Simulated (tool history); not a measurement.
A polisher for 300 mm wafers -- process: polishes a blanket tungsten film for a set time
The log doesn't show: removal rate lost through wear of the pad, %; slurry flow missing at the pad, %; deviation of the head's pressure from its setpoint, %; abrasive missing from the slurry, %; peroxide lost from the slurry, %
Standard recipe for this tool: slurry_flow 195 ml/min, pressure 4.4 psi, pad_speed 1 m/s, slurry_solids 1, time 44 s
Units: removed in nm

| run | day | slurry_flow | pressure | pad_speed | slurry_solids | time | wafers since the last listed run | wafers polished on this pad | hours since the slurry nozzle was cleaned | hours since the head pressure was calibrated | hours since the slurry blender was calibrated | hours since the slurry got fresh peroxide | incoming thickness of the incoming film, nm | removed |
|---|---|---|---|---|---|---|---|---|---|---|---|---|---|---|
| 1 | 0 | 195 | 4.8 | 1 | 1 | 44 | 0 | 61 | 328.9 | 400.5 | 57.3 | 16.9 | 691.1 | 259.9 |
| 2 | 0.696 | 195 | 4.4 | 1 | 1 | 44 | 194 | 255 | 345.6 | 417.2 | 74 | 33.6 | 691.8 | 238 |
| 3 | 0.979 | 195 | 4.4 | 1 | 1 | 44 | 79 | 334 | 352.4 | 424 | 80.8 | 40.4 | 703 | 237.6 |
| 4 | 1.55 | 195 | 4.4 | 1 | 1 | 44 | 159 | 493 | 366.1 | 437.7 | 94.5 | 54.1 | 686.3 | 240.2 |
| 5 | 2.042 | 195 | 4.4 | 1 | 1 | 44 | 137 | 630 | 377.9 | 449.5 | 106.3 | 65.9 | 690.1 | 239.9 |
| 6 | 2.446 | 195 | 4.4 | 1 | 1 | 44 | 112 | 743 | 387.6 | 459.2 | 116 | 75.6 | 700.4 | 240 |
| 7 | 2.9 | 195 | 4.4 | 1 | 1 | 44 | 126 | 870 | 398.5 | 470.1 | 126.9 | 86.5 | 697 | 237.5 |
|  | 3.471 | worn pad replaced by a new one |
| 8 | 3.492 | 165 | 4.4 | 0.68 | 1 | 44 | 118 | 6 | 412.7 | 484.3 | 141.1 | 100.7 | 695.2 | 160.4 |
|  | 3.725 | head pressure recalibrated |
| 9 | 3.85 | 195 | 4.4 | 1 | 1 | 44 | 76 | 83 | 421.3 | 3 | 149.7 | 109.3 | 701.7 | 232.1 |
| 10 | 4.479 | 195 | 4.4 | 1 | 1 | 44 | 175 | 258 | 436.4 | 18.1 | 164.8 | 124.4 | 683.5 | 236 |
| 11 | 5.108 | 195 | 4.4 | 1 | 1.25 | 44 | 175 | 434 | 451.5 | 33.2 | 179.9 | 139.5 | 689.2 | 241 |
| 12 | 5.671 | 195 | 2.9 | 1.22 | 0.75 | 59 | 156 | 591 | 465 | 46.7 | 193.4 | 153 | 690.6 | 237.1 |
|  | 5.892 | slurry tank refilled with fresh slurry and peroxide |
| 13 | 5.942 | 195 | 4.4 | 1 | 1 | 34 | 63 | 655 | 471.5 | 53.2 | 199.9 | 1.2 | 690.1 | 179 |
|  | 7.121 | slurry nozzle cleaned |
|  | 7.408 | worn pad replaced by a new one |
| 14 | 7.429 | 195 | 4.4 | 1 | 1 | 44 | 356 | 6 | 7.4 | 88.9 | 235.6 | 36.9 | 698.3 | 231.1 |
| 15 | 8.004 | 150 | 4.4 | 1 | 1 | 31 | 160 | 166 | 21.2 | 102.7 | 249.4 | 50.7 | 694.4 | 159.5 |
| 16 | 8.5 | 195 | 4.4 | 1 | 1 | 44 | 138 | 304 | 33.1 | 114.6 | 261.3 | 62.6 | 694 | 231.9 |
| 17 | 9.096 | 230 | 4.4 | 1 | 0.75 | 44 | 166 | 471 | 47.4 | 128.9 | 275.6 | 76.9 | 685.2 | 220.6 |
| 18 | 9.362 | 195 | 3.7 | 0.74 | 1.1 | 58 | 74 | 545 | 53.8 | 135.3 | 282 | 83.3 | 694.6 | 194.3 |
|  | 9.704 | slurry blender recalibrated |
| 19 | 10.288 | 165 | 3.7 | 1.3 | 1 | 44 | 234 | 780 | 76 | 157.5 | 14 | 105.5 | 686.9 | 246.7 |
| 20 | 10.804 | 195 | 4.4 | 1 | 1 | 44 | 144 | 924 | 88.4 | 169.9 | 26.4 | 117.9 | 678.1 | 235.5 |
| 21 | 11.333 | 195 | 4.4 | 1 | 1 | 44 | 147 | 1072 | 101.1 | 182.6 | 39.1 | 130.6 | 681.1 | 234.2 |
| 22 | 11.867 | 215 | 4.4 | 1.14 | 1 | 44 | 148 | 1221 | 113.9 | 195.4 | 51.9 | 143.4 | 678.3 | 266.8 |
|  | 12.088 | worn pad replaced by a new one |
| 23 | 12.446 | 195 | 3.7 | 1 | 1 | 37 | 115 | 100 | 127.8 | 209.3 | 65.8 | 157.3 | 689.1 | 164.9 |
| 24 | 13 | 195 | 4.4 | 1 | 1 | 39 | 154 | 255 | 141.1 | 222.6 | 79.1 | 170.6 | 686.9 | 208 |
| 25 | 13.379 | 135 | 4.4 | 1 | 1 | 44 | 105 | 360 | 150.2 | 231.7 | 88.2 | 179.7 | 682.2 | 222.7 |
| 26 | 14.042 | 230 | 3.6 | 1 | 1.15 | 57 | 184 | 545 | 166.1 | 247.6 | 104.1 | 195.6 | 691.7 | 259.8 |

Here are 5 independent what-if runs from the current tool condition. What would each one return?
| A | 14.058 | 195 | 4.4 | 1 | 1 | 58 | 4 | 550 | 166.5 | 248 | 104.5 | 196 | 690.1 | ? |
| B | 14.058 | 250 | 5.3 | 1.26 | 1 | 44 | 4 | 550 | 166.5 | 248 | 104.5 | 196 | 690.1 | ? |
| C | 14.058 | 160 | 3.8 | 1.36 | 0.8 | 44 | 4 | 550 | 166.5 | 248 | 104.5 | 196 | 690.1 | ? |
| D | 14.058 | 130 | 4.4 | 1 | 1 | 44 | 4 | 550 | 166.5 | 248 | 104.5 | 196 | 690.1 | ? |
| E | 14.058 | 195 | 4.4 | 1 | 1 | 55 | 4 | 550 | 166.5 | 248 | 104.5 | 196 | 690.1 | ? |

| run | removed |
|---|---|
| A | 310.1 |
| B | 366.2 |
| C | 257.8 |
| D | 224 |
| E | 294.1 |
Stripped of hidden state, with their random variation kept, the same runs would have yielded:
| run | removed |
|---|---|
| A | 309.1 |
| B | 365 |
| C | 256.9 |
| D | 223.2 |
| E | 293.1 |
